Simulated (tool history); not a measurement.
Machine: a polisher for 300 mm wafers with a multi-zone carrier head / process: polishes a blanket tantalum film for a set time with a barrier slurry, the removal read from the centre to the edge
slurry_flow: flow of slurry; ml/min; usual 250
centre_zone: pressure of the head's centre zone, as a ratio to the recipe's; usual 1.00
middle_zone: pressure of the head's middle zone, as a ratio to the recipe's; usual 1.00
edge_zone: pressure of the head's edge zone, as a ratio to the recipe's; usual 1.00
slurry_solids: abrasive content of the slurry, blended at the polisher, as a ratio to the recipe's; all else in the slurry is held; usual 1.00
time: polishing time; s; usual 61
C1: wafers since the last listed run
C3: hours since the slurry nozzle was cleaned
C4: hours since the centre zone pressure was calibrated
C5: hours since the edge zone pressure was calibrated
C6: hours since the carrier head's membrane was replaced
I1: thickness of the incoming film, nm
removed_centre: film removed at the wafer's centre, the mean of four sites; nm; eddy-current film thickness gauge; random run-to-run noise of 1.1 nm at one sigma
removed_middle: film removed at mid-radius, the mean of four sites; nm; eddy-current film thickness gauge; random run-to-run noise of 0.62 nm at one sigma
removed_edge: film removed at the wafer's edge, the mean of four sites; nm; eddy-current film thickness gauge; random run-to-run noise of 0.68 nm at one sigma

Run 1, hour 0.0: usual settings but slurry_solids 1.15; C1 0; wafers polished on this pad 739; C3 160.0; C4 119.7; C5 272.2; C6 600.0; I1 406.8. Result: removed_centre 83.4 nm, removed_middle 86.6 nm, removed_edge 88.2 nm.
Run 2, hour 41.2: usual settings but slurry_solids 1.15; C1 304; wafers polished on this pad 1044; C3 201.2; C4 160.9; C5 313.4; C6 641.2; I1 411.4. Result: removed_centre 85.4 nm, removed_middle 86.5 nm, removed_edge 87.3 nm.
Run 3, hour 126.6: usual settings but time 69 s; C1 631; wafers polished on this pad 1676; C3 286.6; C4 246.3; C5 398.8; C6 726.6; I1 414.7. Result: removed_centre 91.5 nm, removed_middle 94.7 nm, removed_edge 94.2 nm.
Run 4, hour 216.4: usual settings but time 69 s; C1 664; wafers polished on this pad 2340; C3 376.4; C4 336.1; C5 488.6; C6 816.4; I1 414.2. Result: removed_centre 88.3 nm, removed_middle 90.2 nm, removed_edge 94.0 nm.
At hour 221.1: slurry nozzle cleaned.
At hour 246.9: worn pad replaced by a new one.
Run 5, hour 297.3: usual settings but time 69 s; C1 561; wafers polished on this pad 372; C3 76.2; C4 417.0; C5 569.5; C6 897.3; I1 401.4. Result: removed_centre 90.9 nm, removed_middle 95.7 nm, removed_edge 95.9 nm.
Run 6, hour 405.1: usual settings but middle_zone 0.96, slurry_solids 1.20; C1 797; wafers polished on this pad 1169; C3 184.0; C4 524.8; C5 677.3; C6 1005.1; I1 414.8. Result: removed_centre 81.9 nm, removed_middle 85.4 nm, removed_edge 88.3 nm.
At hour 482.7: carrier head's membrane replaced by a new one.
Run 7, hour 483.2: usual settings; C1 540; wafers polished on this pad 1710; C3 262.1; C4 602.9; C5 755.4; C6 0.5; I1 411.0. Result: removed_centre 75.0 nm, removed_middle 81.7 nm, removed_edge 84.0 nm.
At hour 495.2: edge zone pressure recalibrated.
At hour 550.9: worn pad replaced by a new one.
Run 8, hour 569.3: usual settings; C1 592; wafers polished on this pad 135; C3 348.2; C4 689.0; C5 74.1; C6 86.6; I1 410.3. Result: removed_centre 72.4 nm, removed_middle 80.5 nm, removed_edge 81.8 nm.
At hour 604.1: slurry nozzle cleaned.
At hour 612.1: centre zone pressure recalibrated.
Run 9, hour 662.1: usual settings; C1 664; wafers polished on this pad 800; C3 58.0; C4 50.0; C5 166.9; C6 179.4; I1 408.4. Result: removed_centre 82.0 nm, removed_middle 83.9 nm, removed_edge 84.2 nm.
Run 10, hour 705.7: usual settings; C1 322; wafers polished on this pad 1122; C3 101.6; C4 93.6; C5 210.5; C6 223.0; I1 407.9. Result: removed_centre 83.2 nm, removed_middle 83.9 nm, removed_edge 86.1 nm.
Run 11, hour 809.2: usual settings; C1 765; wafers polished on this pad 1888; C3 205.1; C4 197.1; C5 314.0; C6 326.5; I1 411.0. Result: removed_centre 81.2 nm, removed_middle 83.2 nm, removed_edge 84.9 nm.
Run 12, hour 848.6: usual settings; C1 291; wafers polished on this pad 2179; C3 244.5; C4 236.5; C5 353.4; C6 365.9; I1 407.1. Result: removed_centre 80.7 nm, removed_middle 82.6 nm, removed_edge 82.1 nm.
At hour 896.1: worn pad replaced by a new one.
Run 13, hour 918.8: usual settings but slurry_flow 215 ml/min, centre_zone 1.08, edge_zone 1.11, slurry_solids 0.90; C1 489; wafers polished on this pad 168; C3 314.7; C4 306.7; C5 423.6; C6 436.1; I1 410.0. Result: removed_centre 77.8 nm, removed_middle 78.7 nm, removed_edge 83.1 nm.
At hour 977.7: slurry nozzle cleaned.
Run 14, hour 997.1: usual settings; C1 571; wafers polished on this pad 739; C3 19.4; C4 385.0; C5 501.9; C6 514.4; I1 408.1. Result: removed_centre 79.8 nm, removed_middle 83.8 nm, removed_edge 84.7 nm.
Run 15, hour 1060.3: usual settings but middle_zone 0.95; C1 467; wafers polished on this pad 1207; C3 82.6; C4 448.2; C5 565.1; C6 577.6; I1 402.7. Result: removed_centre 79.6 nm, removed_middle 81.1 nm, removed_edge 85.1 nm.
Run 16, hour 1137.1: usual settings; C1 568; wafers polished on this pad 1775; C3 159.4; C4 525.0; C5 641.9; C6 654.4; I1 409.3. Result: removed_centre 79.3 nm, removed_middle 83.8 nm, removed_edge 83.8 nm.
At hour 1238.9: worn pad replaced by a new one.
Run 17, hour 1241.2: usual settings but time 47 s; C1 740; wafers polished on this pad 17; C3 263.5; C4 629.1; C5 746.0; C6 758.5; I1 410.0. Result: removed_centre 58.3 nm, removed_middle 63.5 nm, removed_edge 64.1 nm.
At hour 1249.9: centre zone pressure recalibrated.
Run 18, hour 1308.0: usual settings but centre_zone 0.94, middle_zone 0.95, edge_zone 1.05; C1 479; wafers polished on this pad 496; C3 330.3; C4 58.1; C5 812.8; C6 825.3; I1 415.2. Result: removed_centre 77.9 nm, removed_middle 77.7 nm, removed_edge 84.9 nm.
At hour 1362.6: edge zone pressure recalibrated.
At hour 1366.9: slurry nozzle cleaned.
Run 19, hour 1403.9: usual settings but middle_zone 0.88; C1 687; wafers polished on this pad 1183; C3 37.0; C4 154.0; C5 41.3; C6 921.2; I1 410.3. Result: removed_centre 84.2 nm, removed_middle 76.1 nm, removed_edge 85.5 nm.
Run 20, hour 1459.9: usual settings but centre_zone 1.04, middle_zone 1.06, edge_zone 0.92, slurry_solids 0.80; C1 414; wafers polished on this pad 1598; C3 93.0; C4 210.0; C5 97.3; C6 977.2; I1 410.7. Result: removed_centre 81.3 nm, removed_middle 81.6 nm, removed_edge 76.0 nm.
At hour 1499.5: carrier head's membrane replaced by a new one.
Run 21, hour 1518.8: usual settings but middle_zone 0.96, edge_zone 1.10, time 52 s; C1 398; wafers polished on this pad 1996; C3 151.9; C4 268.9; C5 156.2; C6 19.3; I1 409.3. Result: removed_centre 69.2 nm, removed_middle 68.2 nm, removed_edge 73.1 nm.

Branching from run 21: 3 alternative next runs. What would each branch give?
Run A, hour 1519.2: usual settings but time 74 s; C1 2; wafers polished on this pad 1999; C3 152.3; C4 269.3; C5 156.6; C6 19.7; I1 415.3. Result: removed_centre ?, removed_middle ?, removed_edge ?.
Run B, hour 1519.2: usual settings but edge_zone 1.06, time 81 s; C1 2; wafers polished on this pad 1999; C3 152.3; C4 269.3; C5 156.6; C6 19.7; I1 415.3. Result: removed_centre ?, removed_middle ?, removed_edge ?.
Run C, hour 1519.2: usual settings but slurry_flow 185 ml/min, edge_zone 1.10; C1 2; wafers polished on this pad 1999; C3 152.3; C4 269.3; C5 156.6; C6 19.7; I1 415.3. Result: removed_centre ?, removed_middle ?, removed_edge ?.

run  removed_centre  removed_middle  removed_edge
  A           100.7           101.1         102.8
  B           110.2           110.7         115.3
  C            80.0            80.7          86.1
What these runs would have given with no unlogged condition in the tool:
run  removed_centre  removed_middle  removed_edge
  A           104.4           103.8         104.8
  B           114.3           113.6         117.6
  C            83.5            83.3          88.2
